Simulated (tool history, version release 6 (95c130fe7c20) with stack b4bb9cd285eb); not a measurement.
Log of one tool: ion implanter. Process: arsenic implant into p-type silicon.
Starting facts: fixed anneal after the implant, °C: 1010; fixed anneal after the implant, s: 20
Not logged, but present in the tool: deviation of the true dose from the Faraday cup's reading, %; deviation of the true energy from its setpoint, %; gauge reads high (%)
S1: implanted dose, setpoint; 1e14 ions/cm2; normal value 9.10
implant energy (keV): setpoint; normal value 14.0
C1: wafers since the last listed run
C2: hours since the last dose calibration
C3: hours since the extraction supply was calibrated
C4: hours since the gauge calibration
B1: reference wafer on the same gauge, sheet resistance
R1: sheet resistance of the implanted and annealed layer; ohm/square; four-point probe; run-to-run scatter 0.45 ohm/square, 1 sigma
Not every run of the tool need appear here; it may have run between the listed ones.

{"run": 1, "hour": 0.0, "S1": 9.1, "implant energy (keV)": 14.0, "C1": 0, "C2": 2407.2, "C3": 4338.1, "C4": 80.9, "B1": 165.08, "R1": 145.31}
{"run": 2, "hour": 17.7, "S1": 9.1, "implant energy (keV)": 14.0, "C1": 479, "C2": 2424.9, "C3": 4355.8, "C4": 98.6, "B1": 165.09, "R1": 144.51}
{"run": 3, "hour": 25.8, "S1": 9.1, "implant energy (keV)": 14.0, "C1": 219, "C2": 2433.0, "C3": 4363.9, "C4": 106.7, "B1": 165.23, "R1": 144.05}
{"run": 4, "hour": 33.9, "S1": 9.1, "implant energy (keV)": 15.5, "C1": 219, "C2": 2441.1, "C3": 4372.0, "C4": 114.8, "B1": 165.02, "R1": 142.28}
{"run": 5, "hour": 44.4, "S1": 9.1, "implant energy (keV)": 14.0, "C1": 284, "C2": 2451.6, "C3": 4382.5, "C4": 125.3, "B1": 164.79, "R1": 144.08}
{"run": 6, "hour": 56.0, "S1": 9.1, "implant energy (keV)": 14.0, "C1": 313, "C2": 2463.2, "C3": 4394.1, "C4": 136.9, "B1": 165.08, "R1": 144.48}
{"run": 7, "hour": 72.1, "S1": 9.1, "implant energy (keV)": 14.0, "C1": 435, "C2": 2479.3, "C3": 4410.2, "C4": 153.0, "B1": 165.08, "R1": 143.83}
{"run": 8, "hour": 82.1, "S1": 9.1, "implant energy (keV)": 14.0, "C1": 270, "C2": 2489.3, "C3": 4420.2, "C4": 163.0, "B1": 165.08, "R1": 144.32}
{"run": 9, "hour": 92.9, "S1": 9.1, "implant energy (keV)": 14.0, "C1": 292, "C2": 2500.1, "C3": 4431.0, "C4": 173.8, "B1": 164.98, "R1": 143.58}
{"run": 10, "hour": 104.1, "S1": 9.1, "implant energy (keV)": 14.0, "C1": 303, "C2": 2511.3, "C3": 4442.2, "C4": 185.0, "B1": 164.92, "R1": 144.95}
{"hour": 108.3, "done": "gauge calibrated"}
{"run": 11, "hour": 117.3, "S1": 7.12, "implant energy (keV)": 10.0, "C1": 357, "C2": 2524.5, "C3": 4455.4, "C4": 9.0, "B1": 164.93, "R1": 173.68}
{"run": 12, "hour": 124.2, "S1": 11.59, "implant energy (keV)": 11.5, "C1": 186, "C2": 2531.4, "C3": 4462.3, "C4": 15.9, "B1": 164.93, "R1": 133.68}
{"run": 13, "hour": 133.6, "S1": 9.1, "implant energy (keV)": 14.0, "C1": 254, "C2": 2540.8, "C3": 4471.7, "C4": 25.3, "B1": 164.72, "R1": 144.8}
{"hour": 153.1, "done": "extraction supply calibrated"}
{"run": 14, "hour": 153.6, "S1": 9.1, "implant energy (keV)": 14.0, "C1": 324, "C2": 2560.8, "C3": 0.5, "C4": 45.3, "B1": 164.91, "R1": 144.79}
{"hour": 165.2, "done": "Faraday cup replaced and dose calibrated"}
{"run": 15, "hour": 165.6, "S1": 9.88, "implant energy (keV)": 16.0, "C1": 108, "C2": 0.4, "C3": 12.5, "C4": 57.3, "B1": 164.89, "R1": 135.64}
{"run": 16, "hour": 173.3, "S1": 8.05, "implant energy (keV)": 11.5, "C1": 208, "C2": 8.1, "C3": 20.2, "C4": 65.0, "B1": 164.69, "R1": 159.01}
{"run": 17, "hour": 180.2, "S1": 9.1, "implant energy (keV)": 16.5, "C1": 186, "C2": 15.0, "C3": 27.1, "C4": 71.9, "B1": 165.02, "R1": 140.43}
{"run": 18, "hour": 208.1, "S1": 11.18, "implant energy (keV)": 12.5, "C1": 755, "C2": 42.9, "C3": 55.0, "C4": 99.8, "B1": 164.78, "R1": 133.11}
{"run": 19, "hour": 221.1, "S1": 9.1, "implant energy (keV)": 14.0, "C1": 351, "C2": 55.9, "C3": 68.0, "C4": 112.8, "B1": 165.1, "R1": 143.64}
{"run": 20, "hour": 232.7, "S1": 8.08, "implant energy (keV)": 12.0, "C1": 313, "C2": 67.5, "C3": 79.6, "C4": 124.4, "B1": 165.19, "R1": 157.11}

Alternative continuations, all from the tool just after run 20; predict every row:
{"run": "A", "hour": 233.1, "S1": 9.1, "implant energy (keV)": 14.0, "C1": 10, "C2": 67.9, "C3": 80.0, "C4": 124.8, "B1": "?", "R1": "?"}
{"run": "B", "hour": 233.1, "S1": 8.36, "implant energy (keV)": 15.5, "C1": 10, "C2": 67.9, "C3": 80.0, "C4": 124.8, "B1": "?", "R1": "?"}
{"run": "C", "hour": 233.1, "S1": 10.74, "implant energy (keV)": 10.5, "C1": 10, "C2": 67.9, "C3": 80.0, "C4": 124.8, "B1": "?", "R1": "?"}
{"run": "D", "hour": 233.1, "S1": 11.12, "implant energy (keV)": 14.0, "C1": 10, "C2": 67.9, "C3": 80.0, "C4": 124.8, "B1": "?", "R1": "?"}
{"run": "E", "hour": 233.1, "S1": 10.78, "implant energy (keV)": 14.0, "C1": 10, "C2": 67.9, "C3": 80.0, "C4": 124.8, "B1": "?", "R1": "?"}

run=A B1=164.85 R1=144.91
run=B B1=164.85 R1=149.55
run=C B1=164.85 R1=139.69
run=D B1=164.85 R1=131.26
run=E B1=164.85 R1=133.10
With the hidden condition removed and each run's random variation left untouched, the same runs would have given:
run=A R1=144.91
run=B R1=149.55
run=C R1=139.69
run=D R1=131.26
run=E R1=133.10
